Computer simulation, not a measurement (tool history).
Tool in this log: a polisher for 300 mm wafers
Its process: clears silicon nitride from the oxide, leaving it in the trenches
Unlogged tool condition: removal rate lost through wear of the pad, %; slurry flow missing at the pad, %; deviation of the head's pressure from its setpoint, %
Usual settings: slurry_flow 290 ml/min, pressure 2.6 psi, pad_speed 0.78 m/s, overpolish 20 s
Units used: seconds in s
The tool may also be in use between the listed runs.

run    hour  slurry_flow  pressure  pad_speed  overpolish  wafers since the last listed run  wafers polished on this pad  hours since the slurry nozzle was cleaned  hours since the head pressure was calibrated  incoming thickness of the incoming film, nm  seconds
  1       0          290       2.6       0.86          26                                 0                         3557                                       32.2                                         200.8                                         65.2     96.3
       23.8  -- worn pad replaced by a new one
  2    50.1          290       2.6       0.86          26                               427                          244                                       82.3                                         250.9                                         64.3     84.6
  3   109.4          290       2.6       0.78          20                               550                          794                                      141.6                                         310.2                                         63.9     95.1
  4   304.4          290       2.6       0.78          20                              1809                         2603                                      336.6                                         505.2                                         63.8     97.5
  5   340.7          290       2.6       0.78          20                               336                         2940                                      372.9                                         541.5                                         65.1     98.7
  6   408.6          290       2.6       0.78          11                               630                         3570                                      440.8                                         609.4                                           64     97.7
      456.2  -- worn pad replaced by a new one
  7   456.7          290       2.6       0.78          11                               409                            4                                      488.9                                         657.5                                         65.5     91.8
  8   493.3          220       2.6       0.78          20                               339                          344                                      525.5                                         694.1                                         65.6     96.1
  9   585.1          290       2.6       0.86          17                               851                         1196                                      617.3                                         785.9                                         64.3       85
      596.5  -- head pressure recalibrated
 10   654.9          290       2.6       0.86          17                               629                         1825                                      687.1                                          58.4                                         65.4     92.5
 11   692.2          290       2.6       0.86          17                               346                         2171                                      724.4                                          95.7                                         64.9     91.6
 12   720.8          290       1.9       0.78          20                               265                         2436                                        753                                         124.3                                         64.5    129.1
 13   767.6          290       2.6       0.78          15                               434                         2870                                      799.8                                         171.1                                         64.5     98.1
 14   817.3          290       2.6       0.78          15                               461                         3332                                      849.5                                         220.8                                         64.9     97.6
      839.7  -- slurry nozzle cleaned
      842.9  -- worn pad replaced by a new one
 15   878.1          290       2.6       0.78          15                               525                          326                                       38.4                                         281.6                                         65.2     94.2
 16   930.7          290         3       0.78          20                               488                          815                                         91                                         334.2                                         64.8     84.8
 17     962          290         3       0.78          20                               290                         1105                                      122.3                                         365.5                                         64.6     82.1
 18    1045          290       2.6       0.54          20                               770                         1875                                      205.3                                         448.5                                         64.9    124.3
 19  1093.6          290       2.6       1.04          20                               450                         2326                                      253.9                                         497.1                                         64.8     77.6
 20  1133.8          290       3.2       0.78          27                               373                         2699                                      294.1                                         537.3                                         65.2     81.6

Expected results for the next run?
 21  1181.8          290       2.9       0.78          20                               445                         3145                                      342.1                                         585.3                                         64.7        ?

Run 21 came out at seconds 86.6 s.
The same run, on a tool lacking any hidden state, would have yielded seconds 85 s.

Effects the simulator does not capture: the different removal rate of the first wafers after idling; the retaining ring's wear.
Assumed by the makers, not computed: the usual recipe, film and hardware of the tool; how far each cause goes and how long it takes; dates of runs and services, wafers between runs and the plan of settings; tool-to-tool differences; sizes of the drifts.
